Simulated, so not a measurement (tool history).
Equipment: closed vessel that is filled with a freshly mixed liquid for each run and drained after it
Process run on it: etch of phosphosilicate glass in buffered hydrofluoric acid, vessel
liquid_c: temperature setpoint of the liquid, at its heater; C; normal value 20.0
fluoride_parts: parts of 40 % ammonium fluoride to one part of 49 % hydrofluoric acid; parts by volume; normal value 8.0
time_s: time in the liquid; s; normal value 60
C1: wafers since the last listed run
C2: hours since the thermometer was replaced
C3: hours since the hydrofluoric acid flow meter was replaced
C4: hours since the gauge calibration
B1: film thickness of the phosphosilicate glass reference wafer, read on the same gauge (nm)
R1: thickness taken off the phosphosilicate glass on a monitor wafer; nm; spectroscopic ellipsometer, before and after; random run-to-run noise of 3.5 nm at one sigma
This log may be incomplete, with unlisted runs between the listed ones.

run 1 hour=0.0 | liquid_c=20.0 fluoride_parts=8.0 time_s=60 | C1=0 C2=2341.1 C3=1481.6 C4=724.8 | B1=39.98 | R1=411.71
run 2 hour=74.3 | liquid_c=17.0 fluoride_parts=8.0 time_s=50 | C1=8899 C2=2415.4 C3=1555.9 C4=799.1 | B1=39.97 | R1=287.23
run 3 hour=115.6 | liquid_c=17.0 fluoride_parts=8.0 time_s=50 | C1=4946 C2=2456.7 C3=1597.2 C4=840.4 | B1=40.04 | R1=288.70
run 4 hour=193.9 | liquid_c=20.0 fluoride_parts=8.0 time_s=60 | C1=9378 C2=2535.0 C3=1675.5 C4=918.7 | B1=40.03 | R1=404.99
run 5 hour=276.5 | liquid_c=20.0 fluoride_parts=8.0 time_s=60 | C1=9893 C2=2617.6 C3=1758.1 C4=1001.3 | B1=39.98 | R1=406.62
-- hour=325.9 gauge calibrated
-- hour=347.7 thermometer replaced
run 6 hour=367.6 | liquid_c=20.0 fluoride_parts=8.0 time_s=60 | C1=10792 C2=19.9 C3=1849.2 C4=41.7 | B1=39.95 | R1=463.67
run 7 hour=434.6 | liquid_c=20.0 fluoride_parts=8.0 time_s=70 | C1=8025 C2=86.9 C3=1916.2 C4=108.7 | B1=40.06 | R1=548.66
run 8 hour=527.9 | liquid_c=20.0 fluoride_parts=8.0 time_s=60 | C1=11175 C2=180.2 C3=2009.5 C4=202.0 | B1=40.05 | R1=466.80
run 9 hour=629.7 | liquid_c=20.0 fluoride_parts=8.0 time_s=30 | C1=12193 C2=282.0 C3=2111.3 C4=303.8 | B1=39.99 | R1=232.64
-- hour=646.8 hydrofluoric acid flow meter replaced
run 10 hour=681.8 | liquid_c=18.0 fluoride_parts=6.5 time_s=90 | C1=6120 C2=334.1 C3=35.0 C4=355.9 | B1=40.00 | R1=768.95
run 11 hour=720.9 | liquid_c=24.0 fluoride_parts=5.5 time_s=45 | C1=4683 C2=373.2 C3=74.1 C4=395.0 | B1=39.97 | R1=601.55
run 12 hour=807.0 | liquid_c=23.0 fluoride_parts=9.5 time_s=40 | C1=10312 C2=459.3 C3=160.2 C4=481.1 | B1=40.02 | R1=305.70
run 13 hour=901.2 | liquid_c=24.0 fluoride_parts=7.0 time_s=75 | C1=11283 C2=553.5 C3=254.4 C4=575.3 | B1=40.01 | R1=824.55
run 14 hour=937.9 | liquid_c=24.0 fluoride_parts=9.5 time_s=75 | C1=4395 C2=590.2 C3=291.1 C4=612.0 | B1=40.03 | R1=610.51
run 15 hour=1028.3 | liquid_c=17.0 fluoride_parts=8.0 time_s=60 | C1=10828 C2=680.6 C3=381.5 C4=702.4 | B1=40.00 | R1=379.98

Forecast each of these 4 alternatives for the next run:
run A hour=1029.0 | liquid_c=20.0 fluoride_parts=8.0 time_s=35 | C1=83 C2=681.3 C3=382.2 C4=703.1 | B1=? | R1=?
run B hour=1029.0 | liquid_c=23.5 fluoride_parts=11.0 time_s=60 | C1=83 C2=681.3 C3=382.2 C4=703.1 | B1=? | R1=?
run C hour=1029.0 | liquid_c=25.0 fluoride_parts=9.5 time_s=35 | C1=83 C2=681.3 C3=382.2 C4=703.1 | B1=? | R1=?
run D hour=1029.0 | liquid_c=17.0 fluoride_parts=10.0 time_s=70 | C1=83 C2=681.3 C3=382.2 C4=703.1 | B1=? | R1=?

run=A B1=39.99 R1=262.31
run=B B1=39.99 R1=409.92
run=C B1=39.99 R1=294.14
run=D B1=39.99 R1=364.34
Take away the tool's hidden state, keep each run's random variation, and the runs would have read:
run=A R1=271.43
run=B R1=423.86
run=C R1=304.04
run=D R1=377.29
